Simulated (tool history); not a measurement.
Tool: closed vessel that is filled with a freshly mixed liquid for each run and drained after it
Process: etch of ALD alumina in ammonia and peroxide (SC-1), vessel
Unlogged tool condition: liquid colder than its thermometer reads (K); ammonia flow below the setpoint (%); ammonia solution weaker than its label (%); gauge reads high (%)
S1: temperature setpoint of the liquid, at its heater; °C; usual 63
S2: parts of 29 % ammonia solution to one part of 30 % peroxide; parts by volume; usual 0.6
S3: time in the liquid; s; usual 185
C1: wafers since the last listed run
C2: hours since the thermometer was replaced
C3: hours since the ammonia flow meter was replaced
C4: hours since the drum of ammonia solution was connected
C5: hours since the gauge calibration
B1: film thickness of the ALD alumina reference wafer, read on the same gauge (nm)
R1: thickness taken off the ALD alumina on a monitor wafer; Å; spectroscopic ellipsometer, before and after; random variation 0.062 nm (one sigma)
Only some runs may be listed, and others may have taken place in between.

| run | hour | S1 | S2 | S3 | C1 | C2 | C3 | C4 | C5 | B1 | R1 |
|---|---|---|---|---|---|---|---|---|---|---|---|
| 1 | 0 | 63 | 0.6 | 185 | 0 | 339.7 | 252.3 | 159.5 | 559.2 | 139.96 | 251.9 |
| 2 | 35 | 63 | 0.4 | 160 | 2838 | 374.7 | 287.3 | 194.5 | 594.2 | 140.02 | 209.6 |
| 3 | 65 | 63 | 0.4 | 160 | 2433 | 404.7 | 317.3 | 224.5 | 624.2 | 139.98 | 208.9 |
| 4 | 96.5 | 63 | 0.6 | 185 | 2554 | 436.2 | 348.8 | 256 | 655.7 | 139.98 | 250.4 |
| 5 | 129.3 | 63 | 0.5 | 185 | 2660 | 469 | 381.6 | 288.8 | 688.5 | 139.98 | 247.2 |
| 6 | 152.7 | 63 | 0.6 | 185 | 1897 | 492.4 | 405 | 312.2 | 711.9 | 140.05 | 251.5 |
| 7 | 183.3 | 63 | 0.6 | 185 | 2481 | 523 | 435.6 | 342.8 | 742.5 | 140 | 251.3 |
| 8 | 204.4 | 63 | 0.6 | 185 | 1711 | 544.1 | 456.7 | 363.9 | 763.6 | 139.97 | 249.8 |
| 9 | 233.5 | 63 | 0.6 | 185 | 2360 | 573.2 | 485.8 | 393 | 792.7 | 140 | 250.6 |
| 10 | 251.6 | 63 | 0.6 | 185 | 1468 | 591.3 | 503.9 | 411.1 | 810.8 | 140.06 | 248.9 |
|  | 258.7 | gauge calibrated |
| 11 | 265.8 | 63 | 0.6 | 185 | 1151 | 605.5 | 518.1 | 425.3 | 7.1 | 140.05 | 248.5 |
| 12 | 317.2 | 63 | 0.6 | 270 | 4168 | 656.9 | 569.5 | 476.7 | 58.5 | 140 | 366.3 |
| 13 | 341 | 63 | 0.6 | 270 | 1930 | 680.7 | 593.3 | 500.5 | 82.3 | 139.98 | 364.3 |
| 14 | 353.1 | 56.5 | 0.5 | 185 | 981 | 692.8 | 605.4 | 512.6 | 94.4 | 140 | 175.9 |
|  | 368.6 | thermometer replaced |
| 15 | 416 | 63 | 0.9 | 235 | 5020 | 47.4 | 668.3 | 575.5 | 157.3 | 139.99 | 327.9 |
| 16 | 453.5 | 67 | 0.75 | 245 | 3041 | 84.9 | 705.8 | 613 | 194.8 | 139.99 | 409.6 |
|  | 455.8 | new drum of ammonia solution connected |
| 17 | 467 | 63 | 0.6 | 185 | 1013 | 98.4 | 719.3 | 11.2 | 208.3 | 139.98 | 252.2 |
|  | 486.4 | ammonia flow meter replaced |
| 18 | 486.9 | 63 | 0.6 | 185 | 1532 | 118.3 | 0.5 | 31.1 | 228.2 | 140.01 | 255.2 |
| 19 | 500.4 | 70 | 0.7 | 110 | 1094 | 131.8 | 14 | 44.6 | 241.7 | 140.01 | 216.9 |
| 20 | 533.6 | 59.5 | 0.75 | 290 | 2692 | 165 | 47.2 | 77.8 | 274.9 | 140 | 340.3 |
| 21 | 553 | 70 | 0.8 | 250 | 1573 | 184.4 | 66.6 | 97.2 | 294.3 | 140.01 | 496 |

Run 22 comes next. What will it give?
| 22 | 584.1 | 63 | 0.5 | 270 | 2522 | 215.5 | 97.7 | 128.3 | 325.4 | ? | ? |

{"run 22": {"B1": 140.04, "R1": 365.5}}
If the tool had no hidden condition, the same run with the same run-to-run variation would have returned R1 366.9 Å.
